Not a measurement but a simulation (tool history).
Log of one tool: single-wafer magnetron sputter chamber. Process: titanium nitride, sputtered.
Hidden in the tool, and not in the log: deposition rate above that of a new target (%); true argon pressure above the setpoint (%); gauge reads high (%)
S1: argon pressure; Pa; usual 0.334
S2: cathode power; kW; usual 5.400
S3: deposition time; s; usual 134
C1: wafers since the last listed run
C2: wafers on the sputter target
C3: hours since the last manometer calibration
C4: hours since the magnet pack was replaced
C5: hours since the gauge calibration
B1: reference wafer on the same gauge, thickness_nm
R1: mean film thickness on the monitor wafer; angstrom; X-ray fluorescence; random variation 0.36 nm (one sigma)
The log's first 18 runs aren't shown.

{"run": 19, "hour": 1477.3, "S1": 0.254, "S2": 4.8, "S3": 134, "C1": 605, "C2": 4641, "C3": 618.4, "C4": 222.0, "C5": 436.0, "B1": 115.905, "R1": 1276.96}
{"run": 20, "hour": 1527.5, "S1": 0.447, "S2": 5.4, "S3": 134, "C1": 638, "C2": 5279, "C3": 668.6, "C4": 272.2, "C5": 486.2, "B1": 115.957, "R1": 1238.38}
{"hour": 1591.7, "done": "sputter target and shields replaced"}
{"run": 21, "hour": 1608.6, "S1": 0.439, "S2": 6.1, "S3": 158, "C1": 929, "C2": 215, "C3": 749.7, "C4": 353.3, "C5": 567.3, "B1": 115.979, "R1": 1581.62}
{"run": 22, "hour": 1710.8, "S1": 0.334, "S2": 5.4, "S3": 134, "C1": 1299, "C2": 1514, "C3": 851.9, "C4": 455.5, "C5": 669.5, "B1": 116.086, "R1": 1310.95}
{"run": 23, "hour": 1753.2, "S1": 0.334, "S2": 5.4, "S3": 140, "C1": 539, "C2": 2053, "C3": 894.3, "C4": 497.9, "C5": 711.9, "B1": 115.989, "R1": 1364.44}
{"run": 24, "hour": 1859.5, "S1": 0.334, "S2": 5.85, "S3": 134, "C1": 1351, "C2": 3405, "C3": 1000.6, "C4": 604.2, "C5": 818.2, "B1": 116.081, "R1": 1356.86}
{"run": 25, "hour": 1928.0, "S1": 0.334, "S2": 5.4, "S3": 134, "C1": 870, "C2": 4276, "C3": 1069.1, "C4": 672.7, "C5": 886.7, "B1": 115.977, "R1": 1305.85}
{"run": 26, "hour": 1985.6, "S1": 0.437, "S2": 6.3, "S3": 124, "C1": 732, "C2": 5008, "C3": 1126.7, "C4": 730.3, "C5": 944.3, "B1": 116.028, "R1": 1251.19}
{"hour": 2028.7, "done": "sputter target and shields replaced"}
{"run": 27, "hour": 2075.9, "S1": 0.407, "S2": 4.7, "S3": 141, "C1": 1046, "C2": 600, "C3": 1217.0, "C4": 820.6, "C5": 1034.6, "B1": 116.1, "R1": 1245.43}
{"run": 28, "hour": 2160.0, "S1": 0.467, "S2": 4.4, "S3": 159, "C1": 1069, "C2": 1669, "C3": 1301.1, "C4": 904.7, "C5": 1118.7, "B1": 115.936, "R1": 1322.14}
{"run": 29, "hour": 2215.4, "S1": 0.334, "S2": 5.9, "S3": 134, "C1": 704, "C2": 2373, "C3": 1356.5, "C4": 960.1, "C5": 1174.1, "B1": 115.987, "R1": 1365.87}
{"hour": 2245.7, "done": "capacitance manometer re-zeroed and calibrated"}
{"run": 30, "hour": 2285.6, "S1": 0.449, "S2": 6.25, "S3": 134, "C1": 790, "C2": 3164, "C3": 39.9, "C4": 1030.3, "C5": 1244.3, "B1": 115.991, "R1": 1337.44}
{"run": 31, "hour": 2355.1, "S1": 0.448, "S2": 6.45, "S3": 144, "C1": 883, "C2": 4048, "C3": 109.4, "C4": 1099.8, "C5": 1313.8, "B1": 116.006, "R1": 1459.84}
{"run": 32, "hour": 2436.1, "S1": 0.463, "S2": 6.65, "S3": 126, "C1": 1029, "C2": 5078, "C3": 190.4, "C4": 1180.8, "C5": 1394.8, "B1": 115.874, "R1": 1292.3}

Forecast each of these 5 alternatives for the next run:
{"run": "A", "hour": 2436.5, "S1": 0.334, "S2": 5.4, "S3": 123, "C1": 5, "C2": 5083, "C3": 190.8, "C4": 1181.2, "C5": 1395.2, "B1": "?", "R1": "?"}
{"run": "B", "hour": 2436.5, "S1": 0.334, "S2": 6.05, "S3": 134, "C1": 5, "C2": 5083, "C3": 190.8, "C4": 1181.2, "C5": 1395.2, "B1": "?", "R1": "?"}
{"run": "C", "hour": 2436.5, "S1": 0.242, "S2": 6.7, "S3": 154, "C1": 5, "C2": 5083, "C3": 190.8, "C4": 1181.2, "C5": 1395.2, "B1": "?", "R1": "?"}
{"run": "D", "hour": 2436.5, "S1": 0.334, "S2": 5.4, "S3": 109, "C1": 5, "C2": 5083, "C3": 190.8, "C4": 1181.2, "C5": 1395.2, "B1": "?", "R1": "?"}
{"run": "E", "hour": 2436.5, "S1": 0.218, "S2": 5.4, "S3": 120, "C1": 5, "C2": 5083, "C3": 190.8, "C4": 1181.2, "C5": 1395.2, "B1": "?", "R1": "?"}

run=A B1=115.872 R1=1194.77
run=B B1=115.872 R1=1383.17
run=C B1=115.872 R1=1753.46
run=D B1=115.872 R1=1058.78
run=E B1=115.872 R1=1227.30
Without the tool's hidden state the same runs would have given:
run=A R1=1211.00
run=B R1=1401.96
run=C R1=1777.29
run=D R1=1073.16
run=E R1=1243.97
